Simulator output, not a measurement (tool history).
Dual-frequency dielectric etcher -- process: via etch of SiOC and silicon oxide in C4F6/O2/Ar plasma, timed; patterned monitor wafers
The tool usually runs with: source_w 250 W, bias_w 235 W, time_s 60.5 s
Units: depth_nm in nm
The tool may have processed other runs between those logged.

| run | day | source_w | bias_w | time_s | read-back reference wafer on the same gauge, depth_nm | depth_nm |
|---|---|---|---|---|---|---|
| 1 | 0 | 290 | 235 | 60.5 | 52 | 62.2 |
|  | 0.817 | gauge calibrated |
| 2 | 1.788 | 250 | 235 | 60.5 | 53.2 | 60.3 |
| 3 | 4.696 | 250 | 235 | 60.5 | 52.8 | 59 |
| 4 | 9.142 | 250 | 235 | 60.5 | 52.6 | 59 |
|  | 10.421 | wet clean of the chamber |
| 5 | 11.625 | 250 | 235 | 60.5 | 52.3 | 59 |
| 6 | 14.938 | 250 | 235 | 60.5 | 52.1 | 58.7 |
| 7 | 18.738 | 250 | 235 | 60.5 | 52 | 59.4 |
| 8 | 23.212 | 230 | 235 | 60.5 | 52 | 56.6 |
| 9 | 26.458 | 250 | 278 | 70.5 | 51.9 | 72.7 |
| 10 | 29.729 | 250 | 235 | 55 | 52 | 52.6 |
|  | 30.962 | wet clean of the chamber |
|  | 33.05 | bias power generator calibrated |
| 11 | 33.333 | 210 | 262 | 71 | 51.9 | 66.1 |
|  | 33.492 | gauge calibrated |
|  | 36.871 | source power generator calibrated |
| 12 | 36.892 | 200 | 193 | 60.5 | 52.9 | 51.2 |
|  | 40.471 | upper electrode replaced |
| 13 | 40.621 | 250 | 235 | 50 | 52.6 | 49.5 |
| 14 | 44.562 | 250 | 262 | 69 | 52.3 | 69.5 |
| 15 | 47.225 | 250 | 235 | 60.5 | 52.2 | 59 |
| 16 | 50.9 | 250 | 235 | 60.5 | 52.1 | 59.2 |
| 17 | 54.692 | 250 | 260 | 60.5 | 52 | 60.4 |

4 options for the next run, each taken on its own from the tool as it stands now. Forecast them:
| A | 54.708 | 250 | 235 | 60.5 | ? | ? |
| B | 54.708 | 250 | 253 | 60.5 | ? | ? |
| C | 54.708 | 270 | 261 | 78.5 | ? | ? |
| D | 54.708 | 220 | 254 | 67 | ? | ? |

| run | read-back reference wafer on the same gauge, depth_nm | depth_nm |
|---|---|---|
| A | 51.8 | 58.6 |
| B | 51.8 | 60.1 |
| C | 51.8 | 81.3 |
| D | 51.8 | 63.2 |
Stripped of hidden state, with their random variation kept, the same runs would have yielded:
| run | depth_nm |
|---|---|
| A | 60.2 |
| B | 61.8 |
| C | 83.6 |
| D | 65 |
